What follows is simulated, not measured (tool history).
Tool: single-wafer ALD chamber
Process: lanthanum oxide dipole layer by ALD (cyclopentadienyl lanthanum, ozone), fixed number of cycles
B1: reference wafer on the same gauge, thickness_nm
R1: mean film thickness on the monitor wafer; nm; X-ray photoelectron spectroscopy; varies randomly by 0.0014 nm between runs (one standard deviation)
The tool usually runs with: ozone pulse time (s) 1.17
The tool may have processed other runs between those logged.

run 1 hour=0.0 | ozone_pulse_time_(s)=0.91 | B1=0.471 | R1=0.500
run 2 hour=26.1 | ozone_pulse_time_(s)=0.91 | B1=0.471 | R1=0.499
run 3 hour=103.3 | ozone_pulse_time_(s)=0.91 | B1=0.471 | R1=0.498
run 4 hour=120.5 | ozone_pulse_time_(s)=0.95 | B1=0.471 | R1=0.507
run 5 hour=140.8 | ozone_pulse_time_(s)=0.95 | B1=0.471 | R1=0.506
run 6 hour=168.7 | ozone_pulse_time_(s)=0.90 | B1=0.471 | R1=0.496
run 7 hour=203.1 | ozone_pulse_time_(s)=1.17 | B1=0.471 | R1=0.543
run 8 hour=218.4 | ozone_pulse_time_(s)=1.17 | B1=0.471 | R1=0.542
run 9 hour=232.0 | ozone_pulse_time_(s)=1.17 | B1=0.471 | R1=0.542
run 10 hour=244.4 | ozone_pulse_time_(s)=1.43 | B1=0.471 | R1=0.573
run 11 hour=298.3 | ozone_pulse_time_(s)=1.43 | B1=0.471 | R1=0.574
run 12 hour=322.1 | ozone_pulse_time_(s)=1.43 | B1=0.471 | R1=0.572
run 13 hour=339.2 | ozone_pulse_time_(s)=1.39 | B1=0.471 | R1=0.568
-- hour=350.6 gauge calibrated
-- hour=372.4 showerhead replaced
run 14 hour=372.9 | ozone_pulse_time_(s)=1.17 | B1=0.471 | R1=0.545
run 15 hour=383.4 | ozone_pulse_time_(s)=1.17 | B1=0.471 | R1=0.542
run 16 hour=403.7 | ozone_pulse_time_(s)=1.17 | B1=0.471 | R1=0.543
run 17 hour=428.8 | ozone_pulse_time_(s)=1.03 | B1=0.471 | R1=0.519
-- hour=448.0 ozone generator serviced
run 18 hour=448.5 | ozone_pulse_time_(s)=1.33 | B1=0.471 | R1=0.573
run 19 hour=457.8 | ozone_pulse_time_(s)=1.17 | B1=0.471 | R1=0.555
run 20 hour=470.0 | ozone_pulse_time_(s)=1.52 | B1=0.471 | R1=0.586
-- hour=492.2 thermocouple changed; heater temperature recalibrated
run 21 hour=492.7 | ozone_pulse_time_(s)=1.57 | B1=0.471 | R1=0.589
run 22 hour=502.7 | ozone_pulse_time_(s)=0.80 | B1=0.471 | R1=0.479
run 23 hour=518.5 | ozone_pulse_time_(s)=1.38 | B1=0.471 | R1=0.575
run 24 hour=550.4 | ozone_pulse_time_(s)=1.40 | B1=0.471 | R1=0.577
run 25 hour=576.5 | ozone_pulse_time_(s)=0.78 | B1=0.471 | R1=0.467
run 26 hour=593.8 | ozone_pulse_time_(s)=1.17 | B1=0.471 | R1=0.550
run 27 hour=608.3 | ozone_pulse_time_(s)=1.47 | B1=0.471 | R1=0.580
run 28 hour=623.9 | ozone_pulse_time_(s)=1.00 | B1=0.471 | R1=0.523
run 29 hour=652.0 | ozone_pulse_time_(s)=1.42 | B1=0.471 | R1=0.573
run 30 hour=679.8 | ozone_pulse_time_(s)=0.97 | B1=0.471 | R1=0.515

Consider 3 possible next runs. They are alternatives, not a sequence: every one starts from the tool as it was left by run 30. What does each give?
run A hour=680.2 | ozone_pulse_time_(s)=0.75 | B1=? | R1=?
run B hour=680.2 | ozone_pulse_time_(s)=0.87 | B1=? | R1=?
run C hour=680.2 | ozone_pulse_time_(s)=1.37 | B1=? | R1=?

run=A B1=0.471 R1=0.458
run=B B1=0.471 R1=0.492
run=C B1=0.471 R1=0.572
Take away the tool's hidden state, keep each run's random variation, and the runs would have read:
run=A R1=0.469
run=B R1=0.502
run=C R1=0.577
